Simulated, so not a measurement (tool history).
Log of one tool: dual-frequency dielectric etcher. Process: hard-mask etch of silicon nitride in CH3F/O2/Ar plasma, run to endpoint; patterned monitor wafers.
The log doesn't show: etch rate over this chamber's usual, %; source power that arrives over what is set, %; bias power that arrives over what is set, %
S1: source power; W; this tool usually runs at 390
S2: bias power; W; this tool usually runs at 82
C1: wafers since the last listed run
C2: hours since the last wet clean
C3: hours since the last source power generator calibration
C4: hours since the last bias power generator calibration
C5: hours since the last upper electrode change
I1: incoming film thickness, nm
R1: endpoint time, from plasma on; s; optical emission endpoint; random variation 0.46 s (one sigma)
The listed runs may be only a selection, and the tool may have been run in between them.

Run 1, hour 0.0: usual settings; C1 0; C2 514.8; C3 3143.5; C4 1702.4; C5 3696.4; I1 49.29. Result: R1 62.1 s.
At hour 34.4: wet clean of the chamber.
Run 2, hour 44.7: usual settings; C1 283; C2 10.3; C3 3188.2; C4 1747.1; C5 3741.1; I1 49.13. Result: R1 65.7 s.
Run 3, hour 70.9: usual settings; C1 358; C2 36.5; C3 3214.4; C4 1773.3; C5 3767.3; I1 49.04. Result: R1 65.8 s.
Run 4, hour 119.4: usual settings; C1 663; C2 85.0; C3 3262.9; C4 1821.8; C5 3815.8; I1 49.45. Result: R1 65.5 s.
Run 5, hour 148.5: usual settings but S2 91 W; C1 398; C2 114.1; C3 3292.0; C4 1850.9; C5 3844.9; I1 49.78. Result: R1 62.9 s.
Run 6, hour 186.8: usual settings; C1 524; C2 152.4; C3 3330.3; C4 1889.2; C5 3883.2; I1 48.89. Result: R1 63.8 s.
Run 7, hour 217.5: usual settings; C1 420; C2 183.1; C3 3361.0; C4 1919.9; C5 3913.9; I1 48.85. Result: R1 64.6 s.
Run 8, hour 314.9: usual settings; C1 1332; C2 280.5; C3 3458.4; C4 2017.3; C5 4011.3; I1 49.72. Result: R1 65.1 s.
Run 9, hour 350.5: usual settings but S1 440 W, S2 87 W; C1 487; C2 316.1; C3 3494.0; C4 2052.9; C5 4046.9; I1 49.54. Result: R1 59.8 s.
Run 10, hour 383.9: usual settings but S2 69 W; C1 457; C2 349.5; C3 3527.4; C4 2086.3; C5 4080.3; I1 49.96. Result: R1 69.8 s.
Run 11, hour 432.4: usual settings but S2 69 W; C1 663; C2 398.0; C3 3575.9; C4 2134.8; C5 4128.8; I1 50.51. Result: R1 71.0 s.
Run 12, hour 494.7: usual settings but S2 69 W; C1 852; C2 460.3; C3 3638.2; C4 2197.1; C5 4191.1; I1 49.03. Result: R1 67.7 s.
Run 13, hour 522.8: usual settings; C1 384; C2 488.4; C3 3666.3; C4 2225.2; C5 4219.2; I1 49.13. Result: R1 62.8 s.
At hour 572.2: wet clean of the chamber.
Run 14, hour 572.7: usual settings; C1 354; C2 0.5; C3 3716.2; C4 2275.1; C5 4269.1; I1 50.12. Result: R1 67.0 s.
Run 15, hour 618.0: usual settings but S1 410 W; C1 619; C2 45.8; C3 3761.5; C4 2320.4; C5 4314.4; I1 49.71. Result: R1 65.1 s.
Run 16, hour 646.8: usual settings but S1 310 W, S2 71 W; C1 394; C2 74.6; C3 3790.3; C4 2349.2; C5 4343.2; I1 49.32. Result: R1 75.2 s.
Run 17, hour 673.9: usual settings but S1 440 W, S2 87 W; C1 370; C2 101.7; C3 3817.4; C4 2376.3; C5 4370.3; I1 49.77. Result: R1 61.4 s.
Run 18, hour 720.7: usual settings; C1 640; C2 148.5; C3 3864.2; C4 2423.1; C5 4417.1; I1 49.94. Result: R1 65.0 s.
At hour 778.7: bias power generator calibrated.
Run 19, hour 779.2: usual settings but S1 340 W, S2 102 W; C1 745; C2 207.0; C3 3922.7; C4 0.5; C5 4475.6; I1 49.22. Result: R1 61.2 s.
Run 20, hour 840.0: usual settings; C1 831; C2 267.8; C3 3983.5; C4 61.3; C5 4536.4; I1 49.18. Result: R1 63.5 s.
At hour 892.2: source power generator calibrated.
At hour 905.0: upper electrode replaced.
Run 21, hour 905.5: usual settings but S1 350 W, S2 71 W; C1 667; C2 333.3; C3 13.3; C4 126.8; C5 0.5; I1 48.89. Result: R1 69.5 s.
Run 22, hour 966.5: usual settings but S2 74 W; C1 834; C2 394.3; C3 74.3; C4 187.8; C5 61.5; I1 49.45. Result: R1 65.5 s.
Run 23, hour 1032.7: usual settings but S1 360 W; C1 905; C2 460.5; C3 140.5; C4 254.0; C5 127.7; I1 49.51. Result: R1 64.7 s.
At hour 1072.9: wet clean of the chamber.
Run 24, hour 1073.4: usual settings but S1 310 W, S2 101 W; C1 228; C2 0.5; C3 181.2; C4 294.7; C5 168.4; I1 49.55. Result: R1 64.7 s.
Run 25, hour 1119.3: usual settings but S1 340 W; C1 628; C2 46.4; C3 227.1; C4 340.6; C5 214.3; I1 49.50. Result: R1 68.6 s.
Run 26, hour 1154.7: usual settings but S2 70 W; C1 484; C2 81.8; C3 262.5; C4 376.0; C5 249.7; I1 49.68. Result: R1 69.9 s.
Run 27, hour 1197.3: usual settings but S1 310 W, S2 101 W; C1 582; C2 124.4; C3 305.1; C4 418.6; C5 292.3; I1 50.02. Result: R1 63.5 s.
Run 28, hour 1266.7: usual settings but S1 450 W, S2 89 W; C1 949; C2 193.8; C3 374.5; C4 488.0; C5 361.7; I1 49.72. Result: R1 59.4 s.
Run 29, hour 1460.8: usual settings; C1 2655; C2 387.9; C3 568.6; C4 682.1; C5 555.8; I1 49.44. Result: R1 62.7 s.
Run 30, hour 1615.5: usual settings but S1 320 W, S2 90 W; C1 2116; C2 542.6; C3 723.3; C4 836.8; C5 710.5; I1 49.27. Result: R1 64.4 s.
Run 31, hour 1646.5: usual settings but S1 490 W, S2 98 W; C1 424; C2 573.6; C3 754.3; C4 867.8; C5 741.5; I1 49.73. Result: R1 53.2 s.

What differs in the tool's unlogged condition from the final listed run ahead of each entry between runs to the first listed run following it?
Run 1 -> run 2: wet clean of the chamber (hour 34.4)
  etch rate over this chamber's usual, %: 5.75 -> -0.381
  measured value less the no-hidden-state value, R1: -3.6 -> +0.3 s
Run 13 -> run 14: wet clean of the chamber (hour 572.2)
  etch rate over this chamber's usual, %: 4.25 -> 0.137
  measured value less the no-hidden-state value, R1: -2.7 -> -0.1 s
Run 18 -> run 19: bias power generator calibrated (hour 778.7)
  etch rate over this chamber's usual, %: 1.57 -> 2.14
  measured value less the no-hidden-state value, R1: -1.0 -> -1.3 s
Run 20 -> run 21: source power generator calibrated (hour 892.2); upper electrode replaced (hour 905.0)
  etch rate over this chamber's usual, %: 2.73 -> 3.36
  measured value less the no-hidden-state value, R1: -1.8 -> -2.3 s
Run 23 -> run 24: wet clean of the chamber (hour 1072.9)
  etch rate over this chamber's usual, %: 4.59 -> 0.677
  measured value less the no-hidden-state value, R1: -3.0 -> -0.5 s
